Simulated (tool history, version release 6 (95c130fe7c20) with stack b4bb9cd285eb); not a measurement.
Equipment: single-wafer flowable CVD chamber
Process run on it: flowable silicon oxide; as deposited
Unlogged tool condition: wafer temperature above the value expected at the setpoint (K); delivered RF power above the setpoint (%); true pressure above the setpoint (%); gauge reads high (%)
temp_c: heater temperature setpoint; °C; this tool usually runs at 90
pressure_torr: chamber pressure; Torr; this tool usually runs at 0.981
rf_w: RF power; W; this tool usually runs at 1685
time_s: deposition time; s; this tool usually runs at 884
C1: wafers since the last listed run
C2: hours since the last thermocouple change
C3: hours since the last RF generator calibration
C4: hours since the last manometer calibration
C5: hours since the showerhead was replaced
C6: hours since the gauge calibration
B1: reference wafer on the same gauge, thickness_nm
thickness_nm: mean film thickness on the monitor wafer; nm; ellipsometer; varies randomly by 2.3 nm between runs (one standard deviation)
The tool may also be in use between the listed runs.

run 1 hour=0 | temp_c=90 pressure_torr=0.981 rf_w=1685 time_s=884 | C1=0 C2=613.6 C3=1421.8 C4=913.2 C5=4690.1 C6=1665.5 | B1=804.465 | thickness_nm=870.976
run 2 hour=54.4 | temp_c=90 pressure_torr=0.981 rf_w=1685 time_s=884 | C1=118 C2=668 C3=1476.2 C4=967.6 C5=4744.5 C6=1719.9 | B1=805.037 | thickness_nm=868.627
run 3 hour=135.7 | temp_c=90 pressure_torr=0.981 rf_w=1685 time_s=884 | C1=176 C2=749.3 C3=1557.5 C4=1048.9 C5=4825.8 C6=1801.2 | B1=803.152 | thickness_nm=862.03
run 4 hour=239.8 | temp_c=90 pressure_torr=0.981 rf_w=1685 time_s=884 | C1=226 C2=853.4 C3=1661.6 C4=1153 C5=4929.9 C6=1905.3 | B1=803.035 | thickness_nm=864.649
run 5 hour=285.5 | temp_c=90 pressure_torr=0.981 rf_w=1685 time_s=884 | C1=99 C2=899.1 C3=1707.3 C4=1198.7 C5=4975.6 C6=1951 | B1=804.229 | thickness_nm=863.981
run 6 hour=383.3 | temp_c=90 pressure_torr=0.981 rf_w=1685 time_s=884 | C1=212 C2=996.9 C3=1805.1 C4=1296.5 C5=5073.4 C6=2048.8 | B1=804.325 | thickness_nm=860.62
run 7 hour=490.1 | temp_c=90 pressure_torr=0.981 rf_w=1685 time_s=884 | C1=232 C2=1103.7 C3=1911.9 C4=1403.3 C5=5180.2 C6=2155.6 | B1=804.45 | thickness_nm=861.189
run 8 hour=527 | temp_c=90 pressure_torr=1.128 rf_w=1685 time_s=884 | C1=80 C2=1140.6 C3=1948.8 C4=1440.2 C5=5217.1 C6=2192.5 | B1=803.854 | thickness_nm=955.742
-- hour=573.2 RF generator calibrated
run 9 hour=589 | temp_c=100 pressure_torr=1.108 rf_w=1685 time_s=884 | C1=117 C2=1202.6 C3=15.8 C4=1502.2 C5=5279.1 C6=2254.5 | B1=803.486 | thickness_nm=698.667
-- hour=611.7 thermocouple changed; heater temperature recalibrated
-- hour=648.1 capacitance manometer re-zeroed and calibrated
run 10 hour=669.7 | temp_c=90 pressure_torr=0.981 rf_w=1685 time_s=884 | C1=140 C2=58 C3=96.5 C4=21.6 C5=5359.8 C6=2335.2 | B1=804.742 | thickness_nm=891.705
run 11 hour=756.8 | temp_c=90 pressure_torr=0.981 rf_w=1385 time_s=884 | C1=189 C2=145.1 C3=183.6 C4=108.7 C5=5446.9 C6=2422.3 | B1=804.799 | thickness_nm=831.113
run 12 hour=815.6 | temp_c=90 pressure_torr=0.77 rf_w=1430 time_s=1038 | C1=127 C2=203.9 C3=242.4 C4=167.5 C5=5505.7 C6=2481.1 | B1=804.152 | thickness_nm=821.582
run 13 hour=911.7 | temp_c=90 pressure_torr=0.981 rf_w=1875 time_s=884 | C1=208 C2=300 C3=338.5 C4=263.6 C5=5601.8 C6=2577.2 | B1=804.153 | thickness_nm=913.593
run 14 hour=1016.7 | temp_c=90 pressure_torr=0.919 rf_w=1685 time_s=729 | C1=228 C2=405 C3=443.5 C4=368.6 C5=5706.8 C6=2682.2 | B1=803.517 | thickness_nm=692.588

What will run 15 give?
-- hour=1048.4 gauge calibrated
run 15 hour=1084.4 | temp_c=78 pressure_torr=1.071 rf_w=1685 time_s=747 | C1=147 C2=472.7 C3=511.2 C4=436.3 C5=5774.5 C6=36 | B1=? | thickness_nm=?

B1: 802.966
thickness_nm: 1099.379 nm
With the hidden condition absent and the run-to-run variation left alone, this run would have shown thickness_nm 1102.562 nm.
